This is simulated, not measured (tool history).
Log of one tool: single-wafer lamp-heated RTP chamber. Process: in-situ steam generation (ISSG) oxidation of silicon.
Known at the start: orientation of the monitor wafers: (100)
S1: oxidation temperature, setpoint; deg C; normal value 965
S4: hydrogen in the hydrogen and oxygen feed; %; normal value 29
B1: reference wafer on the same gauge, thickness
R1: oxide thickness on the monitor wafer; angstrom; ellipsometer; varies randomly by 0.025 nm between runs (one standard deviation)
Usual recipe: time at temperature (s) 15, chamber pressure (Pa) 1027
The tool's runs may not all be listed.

{"run": 1, "hour": 0.0, "S1": 972, "time at temperature (s)": 12, "chamber pressure (Pa)": 1027, "S4": 29, "B1": 4.556, "R1": 42.27}
{"run": 2, "hour": 104.3, "S1": 972, "time at temperature (s)": 12, "chamber pressure (Pa)": 1027, "S4": 29, "B1": 4.544, "R1": 42.97}
{"run": 3, "hour": 146.2, "S1": 965, "time at temperature (s)": 15, "chamber pressure (Pa)": 1027, "S4": 29, "B1": 4.547, "R1": 45.43}
{"run": 4, "hour": 208.7, "S1": 965, "time at temperature (s)": 15, "chamber pressure (Pa)": 1027, "S4": 29, "B1": 4.557, "R1": 46.27}
{"run": 5, "hour": 285.2, "S1": 965, "time at temperature (s)": 15, "chamber pressure (Pa)": 1027, "S4": 29, "B1": 4.555, "R1": 46.03}
{"hour": 329.7, "done": "pyrometer window cleaned and pyrometer calibrated"}
{"run": 6, "hour": 330.2, "S1": 951, "time at temperature (s)": 15, "chamber pressure (Pa)": 1027, "S4": 29, "B1": 4.554, "R1": 44.82}
{"run": 7, "hour": 390.3, "S1": 951, "time at temperature (s)": 15, "chamber pressure (Pa)": 1027, "S4": 29, "B1": 4.558, "R1": 44.85}
{"hour": 442.8, "done": "hydrogen flow controller replaced"}
{"run": 8, "hour": 478.5, "S1": 965, "time at temperature (s)": 15, "chamber pressure (Pa)": 1027, "S4": 29, "B1": 4.545, "R1": 46.58}
{"run": 9, "hour": 540.8, "S1": 965, "time at temperature (s)": 15, "chamber pressure (Pa)": 1027, "S4": 29, "B1": 4.55, "R1": 47.01}
{"run": 10, "hour": 602.6, "S1": 965, "time at temperature (s)": 15, "chamber pressure (Pa)": 1027, "S4": 29, "B1": 4.559, "R1": 46.56}
{"run": 11, "hour": 656.7, "S1": 965, "time at temperature (s)": 15, "chamber pressure (Pa)": 1027, "S4": 29, "B1": 4.545, "R1": 46.53}
{"run": 12, "hour": 755.7, "S1": 955, "time at temperature (s)": 15, "chamber pressure (Pa)": 1027, "S4": 32, "B1": 4.558, "R1": 47.2}
{"hour": 830.3, "done": "pyrometer window cleaned and pyrometer calibrated, repeated, since the last time left the tool worse"}
{"run": 13, "hour": 848.6, "S1": 949, "time at temperature (s)": 10, "chamber pressure (Pa)": 1200, "S4": 29, "B1": 4.559, "R1": 37.11}
{"run": 14, "hour": 954.4, "S1": 965, "time at temperature (s)": 18, "chamber pressure (Pa)": 1093, "S4": 29, "B1": 4.553, "R1": 49.1}
{"run": 15, "hour": 991.1, "S1": 965, "time at temperature (s)": 15, "chamber pressure (Pa)": 1027, "S4": 29, "B1": 4.549, "R1": 45.69}
{"run": 16, "hour": 1075.2, "S1": 965, "time at temperature (s)": 15, "chamber pressure (Pa)": 1027, "S4": 29, "B1": 4.554, "R1": 45.97}
{"run": 17, "hour": 1176.7, "S1": 974, "time at temperature (s)": 13, "chamber pressure (Pa)": 973, "S4": 29, "B1": 4.542, "R1": 44.41}
{"run": 18, "hour": 1245.5, "S1": 965, "time at temperature (s)": 18, "chamber pressure (Pa)": 1187, "S4": 29, "B1": 4.549, "R1": 48.73}
{"hour": 1267.6, "done": "pressure gauge zeroed"}
{"hour": 1290.3, "done": "pyrometer window cleaned and pyrometer calibrated"}
{"run": 19, "hour": 1314.0, "S1": 977, "time at temperature (s)": 21, "chamber pressure (Pa)": 973, "S4": 32, "B1": 4.542, "R1": 55.92}
{"hour": 1379.5, "done": "gauge calibrated"}
{"run": 20, "hour": 1401.3, "S1": 949, "time at temperature (s)": 10, "chamber pressure (Pa)": 1120, "S4": 32, "B1": 4.548, "R1": 38.4}
{"run": 21, "hour": 1439.3, "S1": 974, "time at temperature (s)": 15, "chamber pressure (Pa)": 1027, "S4": 29, "B1": 4.555, "R1": 46.94}
{"run": 22, "hour": 1479.0, "S1": 965, "time at temperature (s)": 10, "chamber pressure (Pa)": 947, "S4": 32, "B1": 4.547, "R1": 40.48}
{"run": 23, "hour": 1524.9, "S1": 965, "time at temperature (s)": 15, "chamber pressure (Pa)": 1213, "S4": 29, "B1": 4.566, "R1": 44.55}
{"run": 24, "hour": 1585.5, "S1": 984, "time at temperature (s)": 15, "chamber pressure (Pa)": 920, "S4": 29, "B1": 4.559, "R1": 48.51}
{"run": 25, "hour": 1673.2, "S1": 965, "time at temperature (s)": 15, "chamber pressure (Pa)": 1027, "S4": 29, "B1": 4.55, "R1": 46.17}

Run 26, settings as shown, results not yet in. Your forecast:
{"run": 26, "hour": 1715.2, "S1": 955, "time at temperature (s)": 11, "chamber pressure (Pa)": 947, "S4": 32, "B1": "?", "R1": "?"}

B1: 4.557
R1: 41.20 angstrom
Take away the tool's hidden state, keep the run-to-run variation as it was, and the same run would have given R1 40.74 angstrom.
